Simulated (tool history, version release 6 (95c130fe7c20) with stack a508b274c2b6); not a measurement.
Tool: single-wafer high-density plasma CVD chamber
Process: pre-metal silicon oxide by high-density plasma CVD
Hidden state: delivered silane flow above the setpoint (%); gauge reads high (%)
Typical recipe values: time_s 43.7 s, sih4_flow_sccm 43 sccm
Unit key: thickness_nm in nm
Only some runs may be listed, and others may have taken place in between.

| run | hour | time_s | sih4_flow_sccm | wafers since the last listed run | hours since the silane flow controller was replaced | hours since the gauge calibration | read-back reference wafer on the same gauge, thickness_nm | thickness_nm |
|---|---|---|---|---|---|---|---|---|
| 1 | 0.0 | 40.5 | 43 | 0 | 1315.6 | 189.1 | 236.009 | 173.614 |
| 2 | 26.0 | 40.5 | 43 | 323 | 1341.6 | 215.1 | 236.050 | 173.618 |
| 3 | 50.4 | 43.7 | 43 | 303 | 1366.0 | 239.5 | 235.947 | 186.514 |
|  | 57.4 | gauge calibrated |
| 4 | 65.7 | 43.7 | 43 | 190 | 1381.3 | 8.3 | 235.728 | 186.883 |
| 5 | 101.5 | 49.8 | 43 | 445 | 1417.1 | 44.1 | 235.936 | 213.451 |
|  | 135.1 | silane flow controller replaced |
| 6 | 135.6 | 49.8 | 43 | 324 | 0.5 | 78.2 | 236.065 | 224.518 |
| 7 | 163.4 | 43.7 | 43 | 346 | 28.3 | 106.0 | 235.888 | 197.377 |
| 8 | 182.1 | 43.7 | 43 | 232 | 47.0 | 124.7 | 236.027 | 196.732 |
| 9 | 197.7 | 43.7 | 43 | 194 | 62.6 | 140.3 | 235.902 | 196.520 |
| 10 | 211.9 | 43.7 | 43 | 176 | 76.8 | 154.5 | 236.341 | 196.656 |
| 11 | 240.6 | 43.7 | 47 | 357 | 105.5 | 183.2 | 236.103 | 209.861 |
| 12 | 263.9 | 35.9 | 39 | 290 | 128.8 | 206.5 | 235.986 | 147.371 |

Expected results for the next run?
|  | 280.3 | gauge calibrated |
| 13 | 293.3 | 50.2 | 48 | 366 | 158.2 | 13.0 | ? | ? |

Run 13 came out at read-back reference wafer on the same gauge, thickness_nm 236.128, thickness_nm 247.161 nm.
With no hidden state in the tool, this same run would have given thickness_nm 250.838 nm.
